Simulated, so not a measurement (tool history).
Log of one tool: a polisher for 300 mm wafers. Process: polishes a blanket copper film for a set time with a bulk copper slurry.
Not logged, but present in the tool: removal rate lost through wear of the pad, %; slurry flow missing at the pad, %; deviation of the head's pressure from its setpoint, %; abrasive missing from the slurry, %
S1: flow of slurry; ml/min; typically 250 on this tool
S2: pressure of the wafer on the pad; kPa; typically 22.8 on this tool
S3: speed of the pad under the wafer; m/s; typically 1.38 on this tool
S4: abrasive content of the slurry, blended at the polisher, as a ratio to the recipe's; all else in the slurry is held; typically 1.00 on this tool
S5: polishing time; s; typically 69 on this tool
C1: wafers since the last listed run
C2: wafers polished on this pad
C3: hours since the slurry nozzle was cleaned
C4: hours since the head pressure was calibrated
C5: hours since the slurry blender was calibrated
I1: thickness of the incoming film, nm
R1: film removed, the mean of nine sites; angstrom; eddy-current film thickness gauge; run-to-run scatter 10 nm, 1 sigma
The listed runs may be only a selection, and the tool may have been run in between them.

run    hour   S1    S2    S3    S4  S5    C1    C2     C3     C4     C5      I1     R1
  1     0.0  250  22.8  1.38  1.00  69     0  1224  119.4  400.0  219.0  2860.1  10408
        1.3  -- head pressure recalibrated
       16.9  -- slurry blender recalibrated
  2    65.4  305  22.8  1.38  1.00  69   503  1728  184.8   64.1   48.5  2854.5  10968
      120.7  -- worn pad replaced by a new one
  3   123.4  305  22.8  1.38  1.00  69   437    21  242.8  122.1  106.5  2867.6  10683
  4   152.5  250  22.8  1.38  1.00  69   236   257  271.9  151.2  135.6  2882.7  10464
  5   211.3  250  22.8  1.38  1.00  69   476   734  330.7  210.0  194.4  2823.4  10333
      232.1  -- slurry blender recalibrated
  6   258.5  250  22.8  1.38  1.00  69   366  1101  377.9  257.2   26.4  2869.6  10166
  7   314.8  250  22.8  1.38  1.00  69   456  1557  434.2  313.5   82.7  2831.5  10522
  8   363.8  250  24.8  1.38  1.00  69   397  1955  483.2  362.5  131.7  2834.4  11272
      372.6  -- worn pad replaced by a new one
  9   413.1  250  22.8  1.38  1.00  56   367   328  532.5  411.8  181.0  2847.7   8332
      424.9  -- slurry nozzle cleaned
      437.4  -- head pressure recalibrated
      444.0  -- slurry blender recalibrated
 10   450.5  250  22.8  1.38  1.00  56   262   590   25.6   13.1    6.5  2873.6   8610
 11   514.2  250  22.8  1.38  1.00  56   516  1107   89.3   76.8   70.2  2864.6   8622
 12   560.0  250  15.9  0.90  1.00  69   371  1479  135.1  122.6  116.0  2851.9   5174
 13   590.3  250  22.8  1.38  1.15  54   245  1724  165.4  152.9  146.3  2844.1   8428
      649.4  -- worn pad replaced by a new one
 14   658.2  250  22.8  1.38  1.00  69   518    71  233.3  220.8  214.2  2876.0  10289
      706.0  -- slurry blender recalibrated
 15   706.3  250  28.3  1.38  1.00  69   373   445  281.4  268.9    0.3  2856.7  12658
 16   741.6  250  26.2  1.38  1.10  69   286   731  316.7  304.2   35.6  2865.2  12055
      792.3  -- head pressure recalibrated
 17   808.6  250  22.8  1.38  1.00  47   527  1258  383.7   16.3  102.6  2843.0   6864
 18   847.5  250  22.8  1.38  1.00  69   315  1574  422.6   55.2  141.5  2830.3  10202
      872.8  -- worn pad replaced by a new one
      985.0  -- slurry blender recalibrated
      999.6  -- slurry nozzle cleaned
 19  1028.8  250  29.0  1.38  1.00  91  1413  1240   29.2  236.5   43.8  2836.6  17937
 20  1071.0  250  22.8  1.38  1.00  69   342  1582   71.4  278.7   86.0  2865.2  10741
 21  1120.6  205  22.8  1.38  1.00  69   402  1985  121.0  328.3  135.6  2879.1  10294
     1132.1  -- worn pad replaced by a new one
 22  1152.5  250  22.8  1.38  1.00  56   226   165  152.9  360.2  167.5  2873.4   8633
 23  1218.9  250  22.8  1.10  0.85  69   538   703  219.3  426.6  233.9  2920.1   8381

Predict each of these 3 candidate next runs independently; none follows another, all start after run 23:
  A  1219.3  250  22.8  1.76  1.00  69   3  706  219.7  427.0  234.3  2917.7   ?
  B  1219.3  175  22.8  1.38  1.00  69   3  706  219.7  427.0  234.3  2917.7   ?
  C  1219.3  250  22.8  1.02  1.00  69   3  706  219.7  427.0  234.3  2917.7   ?

run     R1
  A  12711
  B   9700
  C   8032
Without the tool's unlogged condition, the same runs would have read:
run     R1
  A  13114
  B  10139
  C   8286
